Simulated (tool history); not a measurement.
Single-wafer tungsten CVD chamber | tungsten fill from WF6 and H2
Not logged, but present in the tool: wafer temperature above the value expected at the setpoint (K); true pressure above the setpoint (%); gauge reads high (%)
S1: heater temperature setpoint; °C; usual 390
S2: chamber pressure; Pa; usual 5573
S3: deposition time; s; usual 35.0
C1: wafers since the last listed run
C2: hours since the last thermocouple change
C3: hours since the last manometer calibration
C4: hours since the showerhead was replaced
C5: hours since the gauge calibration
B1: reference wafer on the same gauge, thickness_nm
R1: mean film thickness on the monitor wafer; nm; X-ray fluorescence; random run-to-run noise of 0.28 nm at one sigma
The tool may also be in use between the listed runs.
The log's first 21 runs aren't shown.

run 22 hour=1574.8 | S1=380 S2=6799 S3=31.9 | C1=2591 C2=902.9 C3=1036.3 C4=353.6 C5=1260.8 | B1=95.823 | R1=80.073
run 23 hour=1627.1 | S1=390 S2=5573 S3=35.0 | C1=1970 C2=955.2 C3=1088.6 C4=405.9 C5=1313.1 | B1=95.903 | R1=101.801
run 24 hour=1679.2 | S1=381 S2=6733 S3=32.8 | C1=1962 C2=1007.3 C3=1140.7 C4=458.0 C5=1365.2 | B1=96.288 | R1=84.405
-- hour=1734.2 gauge calibrated
run 25 hour=1741.3 | S1=390 S2=5573 S3=35.0 | C1=2339 C2=1069.4 C3=1202.8 C4=520.1 C5=7.1 | B1=93.809 | R1=99.382
run 26 hour=1824.0 | S1=390 S2=5573 S3=35.0 | C1=3115 C2=1152.1 C3=1285.5 C4=602.8 C5=89.8 | B1=93.681 | R1=99.036
-- hour=1848.9 capacitance manometer re-zeroed and calibrated
run 27 hour=1919.5 | S1=386 S2=5573 S3=41.0 | C1=3296 C2=1247.6 C3=70.6 C4=698.3 C5=185.3 | B1=93.807 | R1=106.494
run 28 hour=2013.2 | S1=390 S2=5573 S3=35.0 | C1=3529 C2=1341.3 C3=164.3 C4=792.0 C5=279.0 | B1=93.959 | R1=99.446
run 29 hour=2081.6 | S1=379 S2=5573 S3=40.5 | C1=2576 C2=1409.7 C3=232.7 C4=860.4 C5=347.4 | B1=94.013 | R1=89.217
run 30 hour=2173.2 | S1=390 S2=5573 S3=32.2 | C1=3450 C2=1501.3 C3=324.3 C4=952.0 C5=439.0 | B1=93.968 | R1=91.058
run 31 hour=2278.4 | S1=390 S2=5573 S3=37.9 | C1=3963 C2=1606.5 C3=429.5 C4=1057.2 C5=544.2 | B1=94.266 | R1=107.823

The next listed run, before its measurement:
run 32 hour=2364.2 | S1=396 S2=6933 S3=35.0 | C1=3232 C2=1692.3 C3=515.3 C4=1143.0 C5=630.0 | B1=? | R1=?

Run 32 produced B1 94.477, R1 125.435 nm.
Had the tool carried no hidden state, the very same run would have given R1 124.147 nm.
